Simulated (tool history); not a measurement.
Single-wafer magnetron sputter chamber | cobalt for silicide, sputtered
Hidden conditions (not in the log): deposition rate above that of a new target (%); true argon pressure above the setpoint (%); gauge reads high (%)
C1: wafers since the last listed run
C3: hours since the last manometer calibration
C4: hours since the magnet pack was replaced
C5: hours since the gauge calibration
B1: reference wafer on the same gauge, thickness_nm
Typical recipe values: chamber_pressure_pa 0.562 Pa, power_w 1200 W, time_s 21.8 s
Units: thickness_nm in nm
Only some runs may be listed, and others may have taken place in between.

{"run": 1, "hour": 0.0, "chamber_pressure_pa": 0.611, "power_w": 1200, "time_s": 21.8, "C1": 0, "wafers on the sputter target": 3376, "C3": 1208.9, "C4": 5061.7, "C5": 239.3, "B1": 15.298, "thickness_nm": 12.958}
{"run": 2, "hour": 20.3, "chamber_pressure_pa": 0.562, "power_w": 1200, "time_s": 21.8, "C1": 415, "wafers on the sputter target": 3792, "C3": 1229.2, "C4": 5082.0, "C5": 259.6, "B1": 15.307, "thickness_nm": 13.106}
{"run": 3, "hour": 43.9, "chamber_pressure_pa": 0.714, "power_w": 1200, "time_s": 21.8, "C1": 483, "wafers on the sputter target": 4275, "C3": 1252.8, "C4": 5105.6, "C5": 283.2, "B1": 15.308, "thickness_nm": 12.548}
{"run": 4, "hour": 60.6, "chamber_pressure_pa": 0.562, "power_w": 1000, "time_s": 21.8, "C1": 342, "wafers on the sputter target": 4617, "C3": 1269.5, "C4": 5122.3, "C5": 299.9, "B1": 15.303, "thickness_nm": 11.986}
{"run": 5, "hour": 80.1, "chamber_pressure_pa": 0.562, "power_w": 1000, "time_s": 21.8, "C1": 399, "wafers on the sputter target": 5016, "C3": 1289.0, "C4": 5141.8, "C5": 319.4, "B1": 15.296, "thickness_nm": 11.911}
{"run": 6, "hour": 113.6, "chamber_pressure_pa": 0.562, "power_w": 1200, "time_s": 21.8, "C1": 686, "wafers on the sputter target": 5702, "C3": 1322.5, "C4": 5175.3, "C5": 352.9, "B1": 15.295, "thickness_nm": 13.062}
{"run": 7, "hour": 128.4, "chamber_pressure_pa": 0.562, "power_w": 1200, "time_s": 21.8, "C1": 303, "wafers on the sputter target": 6006, "C3": 1337.3, "C4": 5190.1, "C5": 367.7, "B1": 15.296, "thickness_nm": 13.191}
{"hour": 146.6, "done": "gauge calibrated"}
{"run": 8, "hour": 152.8, "chamber_pressure_pa": 0.438, "power_w": 1200, "time_s": 20.5, "C1": 499, "wafers on the sputter target": 6505, "C3": 1361.7, "C4": 5214.5, "C5": 6.2, "B1": 15.291, "thickness_nm": 12.757}
{"run": 9, "hour": 171.2, "chamber_pressure_pa": 0.438, "power_w": 1200, "time_s": 20.5, "C1": 376, "wafers on the sputter target": 6882, "C3": 1380.1, "C4": 5232.9, "C5": 24.6, "B1": 15.301, "thickness_nm": 12.741}
{"run": 10, "hour": 200.4, "chamber_pressure_pa": 0.441, "power_w": 1400, "time_s": 20.0, "C1": 598, "wafers on the sputter target": 7480, "C3": 1409.3, "C4": 5262.1, "C5": 53.8, "B1": 15.301, "thickness_nm": 13.513}
{"run": 11, "hour": 220.2, "chamber_pressure_pa": 0.394, "power_w": 1200, "time_s": 21.8, "C1": 405, "wafers on the sputter target": 7886, "C3": 1429.1, "C4": 5281.9, "C5": 73.6, "B1": 15.293, "thickness_nm": 13.715}
{"run": 12, "hour": 240.8, "chamber_pressure_pa": 0.562, "power_w": 1200, "time_s": 21.8, "C1": 421, "wafers on the sputter target": 8307, "C3": 1449.7, "C4": 5302.5, "C5": 94.2, "B1": 15.3, "thickness_nm": 13.081}
{"hour": 266.0, "done": "sputter target and shields replaced"}
{"hour": 274.3, "done": "magnet pack replaced"}
{"run": 13, "hour": 274.8, "chamber_pressure_pa": 0.772, "power_w": 1200, "time_s": 21.8, "C1": 368, "wafers on the sputter target": 15, "C3": 1483.7, "C4": 0.5, "C5": 128.2, "B1": 15.299, "thickness_nm": 12.57}
{"hour": 296.6, "done": "capacitance manometer re-zeroed and calibrated"}
{"run": 14, "hour": 297.1, "chamber_pressure_pa": 0.638, "power_w": 1050, "time_s": 21.8, "C1": 292, "wafers on the sputter target": 308, "C3": 0.5, "C4": 22.8, "C5": 150.5, "B1": 15.303, "thickness_nm": 12.164}
{"run": 15, "hour": 319.7, "chamber_pressure_pa": 0.346, "power_w": 900, "time_s": 19.6, "C1": 462, "wafers on the sputter target": 771, "C3": 23.1, "C4": 45.4, "C5": 173.1, "B1": 15.293, "thickness_nm": 11.032}
{"run": 16, "hour": 354.6, "chamber_pressure_pa": 0.388, "power_w": 1050, "time_s": 24.1, "C1": 714, "wafers on the sputter target": 1486, "C3": 58.0, "C4": 80.3, "C5": 208.0, "B1": 15.301, "thickness_nm": 14.345}
{"run": 17, "hour": 380.1, "chamber_pressure_pa": 0.611, "power_w": 1200, "time_s": 21.8, "C1": 522, "wafers on the sputter target": 2008, "C3": 83.5, "C4": 105.8, "C5": 233.5, "B1": 15.299, "thickness_nm": 12.959}
{"run": 18, "hour": 407.8, "chamber_pressure_pa": 0.451, "power_w": 1500, "time_s": 20.3, "C1": 567, "wafers on the sputter target": 2575, "C3": 111.2, "C4": 133.5, "C5": 261.2, "B1": 15.304, "thickness_nm": 14.354}
{"run": 19, "hour": 431.8, "chamber_pressure_pa": 0.744, "power_w": 1200, "time_s": 21.8, "C1": 491, "wafers on the sputter target": 3067, "C3": 135.2, "C4": 157.5, "C5": 285.2, "B1": 15.302, "thickness_nm": 12.533}

4 options for the next run, each taken on its own from the tool as it stands now. Forecast them:
{"run": "A", "hour": 432.2, "chamber_pressure_pa": 0.562, "power_w": 1400, "time_s": 21.8, "C1": 8, "wafers on the sputter target": 3075, "C3": 135.6, "C4": 157.9, "C5": 285.6, "B1": "?", "thickness_nm": "?"}
{"run": "B", "hour": 432.2, "chamber_pressure_pa": 0.7, "power_w": 1200, "time_s": 18.6, "C1": 8, "wafers on the sputter target": 3075, "C3": 135.6, "C4": 157.9, "C5": 285.6, "B1": "?", "thickness_nm": "?"}
{"run": "C", "hour": 432.2, "chamber_pressure_pa": 0.562, "power_w": 1450, "time_s": 21.8, "C1": 8, "wafers on the sputter target": 3075, "C3": 135.6, "C4": 157.9, "C5": 285.6, "B1": "?", "thickness_nm": "?"}
{"run": "D", "hour": 432.2, "chamber_pressure_pa": 0.751, "power_w": 1450, "time_s": 18.3, "C1": 8, "wafers on the sputter target": 3075, "C3": 135.6, "C4": 157.9, "C5": 285.6, "B1": "?", "thickness_nm": "?"}

run=A B1=15.305 thickness_nm=14.360
run=B B1=15.305 thickness_nm=10.820
run=C B1=15.305 thickness_nm=14.652
run=D B1=15.305 thickness_nm=11.656
The same runs, with their run-to-run variation unchanged, on a tool lacking any hidden condition would have given:
run=A thickness_nm=14.571
run=B thickness_nm=10.979
run=C thickness_nm=14.867
run=D thickness_nm=11.827

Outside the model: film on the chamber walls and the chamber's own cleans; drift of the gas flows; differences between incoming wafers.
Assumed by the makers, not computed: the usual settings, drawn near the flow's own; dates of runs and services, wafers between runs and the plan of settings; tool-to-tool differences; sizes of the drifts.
